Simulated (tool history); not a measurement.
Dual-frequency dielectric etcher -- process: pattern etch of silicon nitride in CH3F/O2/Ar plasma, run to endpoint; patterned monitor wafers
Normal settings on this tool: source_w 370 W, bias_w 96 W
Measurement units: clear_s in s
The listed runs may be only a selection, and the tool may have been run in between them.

| run | day | source_w | bias_w | wafers since the last listed run | hours since the last wet clean | hours since the last source power generator calibration | hours since the last bias power generator calibration | hours since the last upper electrode change | incoming incoming film thickness, nm | clear_s |
|---|---|---|---|---|---|---|---|---|---|---|
| 1 | 0 | 370 | 96 | 0 | 302.2 | 1949.1 | 3747.8 | 3718.3 | 31.33 | 43.6 |
| 2 | 1.725 | 370 | 96 | 618 | 343.6 | 1990.5 | 3789.2 | 3759.7 | 31.49 | 43.9 |
| 3 | 3.171 | 370 | 96 | 518 | 378.3 | 2025.2 | 3823.9 | 3794.4 | 31.72 | 44 |
| 4 | 4.775 | 370 | 96 | 574 | 416.8 | 2063.7 | 3862.4 | 3832.9 | 31.57 | 43.6 |
| 5 | 6.104 | 320 | 96 | 476 | 448.7 | 2095.6 | 3894.3 | 3864.8 | 31.33 | 47.4 |
| 6 | 8.633 | 370 | 96 | 906 | 509.4 | 2156.3 | 3955 | 3925.5 | 31.5 | 43.5 |
| 7 | 10.75 | 370 | 96 | 758 | 560.2 | 2207.1 | 4005.8 | 3976.3 | 31.64 | 43.9 |
| 8 | 12.808 | 370 | 96 | 737 | 609.6 | 2256.5 | 4055.2 | 4025.7 | 31.41 | 43.4 |
|  | 14.158 | wet clean of the chamber |
| 9 | 14.579 | 370 | 96 | 276 | 10.1 | 2299 | 4097.7 | 4068.2 | 32 | 44.4 |
| 10 | 16.975 | 370 | 96 | 858 | 67.6 | 2356.5 | 4155.2 | 4125.7 | 31.68 | 44 |
| 11 | 19.483 | 370 | 96 | 898 | 127.8 | 2416.7 | 4215.4 | 4185.9 | 31.36 | 43.4 |
|  | 20.979 | bias power generator calibrated |
| 12 | 21.383 | 370 | 96 | 621 | 173.4 | 2462.3 | 9.7 | 4231.5 | 31.67 | 42 |
| 13 | 23.35 | 370 | 96 | 704 | 220.6 | 2509.5 | 56.9 | 4278.7 | 31.38 | 41.6 |
| 14 | 26.233 | 370 | 88 | 1033 | 289.8 | 2578.7 | 126.1 | 4347.9 | 31.47 | 43.9 |
| 15 | 27.354 | 320 | 113 | 401 | 316.7 | 2605.6 | 153 | 4374.8 | 31.71 | 41.7 |
|  | 29.021 | source power generator calibrated |
| 16 | 29.908 | 370 | 109 | 855 | 378 | 21.3 | 214.3 | 4436.1 | 32.02 | 40.5 |
| 17 | 32.433 | 440 | 96 | 904 | 438.6 | 81.9 | 274.9 | 4496.7 | 31.48 | 38.7 |
| 18 | 35.25 | 370 | 96 | 1009 | 506.2 | 149.5 | 342.5 | 4564.3 | 31.9 | 43.8 |
| 19 | 36.45 | 410 | 82 | 430 | 535 | 178.3 | 371.3 | 4593.1 | 32.07 | 45.1 |
|  | 39.338 | wet clean of the chamber |
| 20 | 39.358 | 290 | 106 | 683 | 0.5 | 248.1 | 441.1 | 4662.9 | 31.62 | 47.7 |
| 21 | 39.875 | 340 | 108 | 185 | 12.9 | 260.5 | 453.5 | 4675.3 | 31.7 | 42.6 |
| 22 | 41.008 | 300 | 96 | 406 | 40.1 | 287.7 | 480.7 | 4702.5 | 31.86 | 49.9 |
| 23 | 42.146 | 300 | 74 | 407 | 67.4 | 315 | 508 | 4729.8 | 31.69 | 58.3 |
|  | 44.158 | upper electrode replaced |
| 24 | 44.996 | 370 | 85 | 662 | 135.8 | 383.4 | 576.4 | 20.1 | 31.51 | 46.4 |
| 25 | 47.921 | 420 | 74 | 1048 | 206 | 453.6 | 646.6 | 90.3 | 31.67 | 47.1 |
| 26 | 50.721 | 410 | 102 | 1003 | 273.2 | 520.8 | 713.8 | 157.5 | 31.67 | 39.4 |
| 27 | 51.817 | 300 | 85 | 392 | 299.5 | 547.1 | 740.1 | 183.8 | 31.57 | 53.4 |
| 28 | 52.975 | 430 | 105 | 415 | 327.3 | 574.9 | 767.9 | 211.6 | 31.41 | 37.7 |
| 29 | 55.488 | 410 | 118 | 900 | 387.6 | 635.2 | 828.2 | 271.9 | 31.34 | 36.1 |
| 30 | 58.221 | 370 | 96 | 979 | 453.2 | 700.8 | 893.8 | 337.5 | 31.4 | 43.1 |
| 31 | 61.025 | 410 | 104 | 1004 | 520.5 | 768.1 | 961.1 | 404.8 | 31.73 | 39.2 |
| 32 | 62.125 | 370 | 96 | 394 | 546.9 | 794.5 | 987.5 | 431.2 | 31.61 | 43.2 |
|  | 64.179 | wet clean of the chamber |
| 33 | 64.2 | 370 | 109 | 385 | 0.5 | 844.3 | 1037.3 | 481 | 31.56 | 40.3 |
| 34 | 66.875 | 430 | 118 | 958 | 64.7 | 908.5 | 1101.5 | 545.2 | 31.43 | 35.3 |

Run by run, hidden condition taken away, random variation retained:
The hidden state here: etch rate over this chamber's usual, %; source power that arrives over what is set, %; bias power that arrives over what is set, %.
| run | clear_s |
|---|---|
| 1 | 43.2 |
| 2 | 43.5 |
| 3 | 43.6 |
| 4 | 43.2 |
| 5 | 47 |
| 6 | 43.1 |
| 7 | 43.6 |
| 8 | 43.1 |
| 9 | 44.1 |
| 10 | 43.7 |
| 11 | 43.1 |
| 12 | 43.3 |
| 13 | 43 |
| 14 | 45.4 |
| 15 | 43.2 |
| 16 | 40.7 |
| 17 | 38.9 |
| 18 | 44 |
| 19 | 45.3 |
| 20 | 47.9 |
| 21 | 42.8 |
| 22 | 50.1 |
| 23 | 58.5 |
| 24 | 46.5 |
| 25 | 47.2 |
| 26 | 39.5 |
| 27 | 53.5 |
| 28 | 37.8 |
| 29 | 36.2 |
| 30 | 43.2 |
| 31 | 39.3 |
| 32 | 43.3 |
| 33 | 40.4 |
| 34 | 35.4 |

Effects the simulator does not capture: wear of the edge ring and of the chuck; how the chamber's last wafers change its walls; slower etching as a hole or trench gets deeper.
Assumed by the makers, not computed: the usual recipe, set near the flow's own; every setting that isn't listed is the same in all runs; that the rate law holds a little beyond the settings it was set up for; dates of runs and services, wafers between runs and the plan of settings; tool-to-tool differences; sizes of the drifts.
